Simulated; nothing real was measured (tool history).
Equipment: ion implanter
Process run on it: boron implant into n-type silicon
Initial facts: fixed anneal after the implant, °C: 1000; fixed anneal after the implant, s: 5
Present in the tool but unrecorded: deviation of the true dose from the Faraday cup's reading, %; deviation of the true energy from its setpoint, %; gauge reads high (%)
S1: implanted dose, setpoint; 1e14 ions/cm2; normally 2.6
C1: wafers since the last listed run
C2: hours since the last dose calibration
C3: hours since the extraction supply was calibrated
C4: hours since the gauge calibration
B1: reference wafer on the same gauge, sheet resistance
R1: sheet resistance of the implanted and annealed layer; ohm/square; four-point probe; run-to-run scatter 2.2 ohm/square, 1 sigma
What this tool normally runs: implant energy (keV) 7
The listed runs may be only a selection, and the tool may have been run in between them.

Run 1, day 0: usual settings but implant energy (keV) 5.5; C1 0; C2 862.2; C3 4022.7; C4 493.8; B1 469.56. Result: R1 464.44 ohm/square.
Run 2, day 3.904: usual settings; C1 2913; C2 955.9; C3 4116.4; C4 587.5; B1 469.86. Result: R1 455.13 ohm/square.
Run 3, day 7.508: usual settings; C1 2689; C2 1042.4; C3 4202.9; C4 674; B1 470.79. Result: R1 454.71 ohm/square.
Run 4, day 9.746: usual settings; C1 1669; C2 1096.1; C3 4256.6; C4 727.7; B1 469.71. Result: R1 457.49 ohm/square.
Run 5, day 12.762: usual settings; C1 2251; C2 1168.5; C3 4329; C4 800.1; B1 470.39. Result: R1 457.94 ohm/square.
Run 6, day 15.367: usual settings; C1 1943; C2 1231; C3 4391.5; C4 862.6; B1 469.29. Result: R1 457.53 ohm/square.
Run 7, day 18.454: usual settings; C1 2303; C2 1305.1; C3 4465.6; C4 936.7; B1 470.37. Result: R1 460.91 ohm/square.
Run 8, day 20.321: usual settings but S1 3.11 1e14 ions/cm2, implant energy (keV) 8; C1 1392; C2 1349.9; C3 4510.4; C4 981.5; B1 470.14. Result: R1 390.26 ohm/square.
Run 9, day 23.142: usual settings but S1 3.11 1e14 ions/cm2, implant energy (keV) 8; C1 2104; C2 1417.6; C3 4578.1; C4 1049.2; B1 468.99. Result: R1 392.13 ohm/square.
Run 10, day 27.392: usual settings but implant energy (keV) 8.5; C1 3171; C2 1519.6; C3 4680.1; C4 1151.2; B1 470.8. Result: R1 456.72 ohm/square.
At day 27.942: Faraday cup replaced and dose calibrated.
Run 11, day 29.446: usual settings but implant energy (keV) 8.5; C1 1284; C2 36.1; C3 4729.4; C4 1200.5; B1 469.52. Result: R1 441.28 ohm/square.
Run 12, day 31.279: usual settings but implant energy (keV) 8.5; C1 1368; C2 80.1; C3 4773.4; C4 1244.5; B1 469.12. Result: R1 445.96 ohm/square.
Run 13, day 34.425: usual settings but S1 2.23 1e14 ions/cm2; C1 2347; C2 155.6; C3 4848.9; C4 1320; B1 470.41. Result: R1 512.37 ohm/square.
Run 14, day 36.921: usual settings but S1 2.23 1e14 ions/cm2; C1 1862; C2 215.5; C3 4908.8; C4 1379.9; B1 470.94. Result: R1 517.94 ohm/square.
Run 15, day 40.838: usual settings but implant energy (keV) 6.5; C1 2922; C2 309.5; C3 5002.8; C4 1473.9; B1 469.22. Result: R1 456.99 ohm/square.
Run 16, day 44.85: usual settings; C1 2994; C2 405.8; C3 5099.1; C4 1570.2; B1 471.16. Result: R1 452.2 ohm/square.
At day 45.892: gauge calibrated.
Run 17, day 48.75: usual settings but S1 2.16 1e14 ions/cm2, implant energy (keV) 4.5; C1 2910; C2 499.4; C3 5192.7; C4 68.6; B1 469.53. Result: R1 553.38 ohm/square.
Run 18, day 50.854: usual settings; C1 1570; C2 549.9; C3 5243.2; C4 119.1; B1 471.15. Result: R1 458.09 ohm/square.
Run 19, day 52.842: usual settings; C1 1483; C2 597.6; C3 5290.9; C4 166.8; B1 469.52. Result: R1 458.23 ohm/square.
Run 20, day 54.858: usual settings but S1 2.87 1e14 ions/cm2, implant energy (keV) 8.5; C1 1504; C2 646; C3 5339.3; C4 215.2; B1 470.18. Result: R1 409.26 ohm/square.
Run 21, day 57.583: usual settings but S1 1.91 1e14 ions/cm2, implant energy (keV) 4.5; C1 2033; C2 711.4; C3 5404.7; C4 280.6; B1 470.53. Result: R1 616.95 ohm/square.
Run 22, day 59.658: usual settings but S1 2.26 1e14 ions/cm2; C1 1548; C2 761.2; C3 5454.5; C4 330.4; B1 469.4. Result: R1 515.69 ohm/square.
Run 23, day 62.021: usual settings but S1 2.08 1e14 ions/cm2; C1 1762; C2 817.9; C3 5511.2; C4 387.1; B1 469.24. Result: R1 548.83 ohm/square.
At day 63.333: extraction supply calibrated.
Run 24, day 65.683: usual settings but S1 3.32 1e14 ions/cm2, implant energy (keV) 5.5; C1 2484; C2 905.8; C3 56.4; C4 475; B1 470.22. Result: R1 385.95 ohm/square.
Run 25, day 68.104: usual settings but S1 2.89 1e14 ions/cm2, implant energy (keV) 8; C1 1806; C2 963.9; C3 114.5; C4 533.1; B1 468.78. Result: R1 417.78 ohm/square.
Run 26, day 70.321: usual settings but S1 3.1 1e14 ions/cm2, implant energy (keV) 5; C1 1654; C2 1017.1; C3 167.7; C4 586.3; B1 470.46. Result: R1 411.96 ohm/square.
Run 27, day 73.171: usual settings; C1 2126; C2 1085.5; C3 236.1; C4 654.7; B1 469.57. Result: R1 465.39 ohm/square.
Run 28, day 75.367: usual settings but implant energy (keV) 9; C1 1638; C2 1138.2; C3 288.8; C4 707.4; B1 469.65. Result: R1 451.08 ohm/square.
Run 29, day 79.025: usual settings; C1 2729; C2 1226; C3 376.6; C4 795.2; B1 468.96. Result: R1 466.37 ohm/square.
Run 30, day 81.35: usual settings; C1 1734; C2 1281.8; C3 432.4; C4 851; B1 469.3. Result: R1 470.41 ohm/square.

Hidden state at the last listed run before each entry between runs and at the first one after, where it differs:
Run 10 -> run 11: Faraday cup replaced and dose calibrated (day 27.942)
  deviation of the true dose from the Faraday cup's reading, %: -3.68 -> -0.601
  measured result minus the result with no hidden state, R1: +14 -> +2.21 ohm/square
Run 16 -> run 17: gauge calibrated (day 45.892)
  deviation of the true dose from the Faraday cup's reading, %: -0.944 -> -1.12
  measured result minus the result with no hidden state, R1: +3.56 -> +5.17 ohm/square
Run 23 -> run 24: extraction supply calibrated (day 63.333)
  deviation of the true dose from the Faraday cup's reading, %: -2 -> -2.32
  measured result minus the result with no hidden state, R1: +8.85 -> +7.54 ohm/square

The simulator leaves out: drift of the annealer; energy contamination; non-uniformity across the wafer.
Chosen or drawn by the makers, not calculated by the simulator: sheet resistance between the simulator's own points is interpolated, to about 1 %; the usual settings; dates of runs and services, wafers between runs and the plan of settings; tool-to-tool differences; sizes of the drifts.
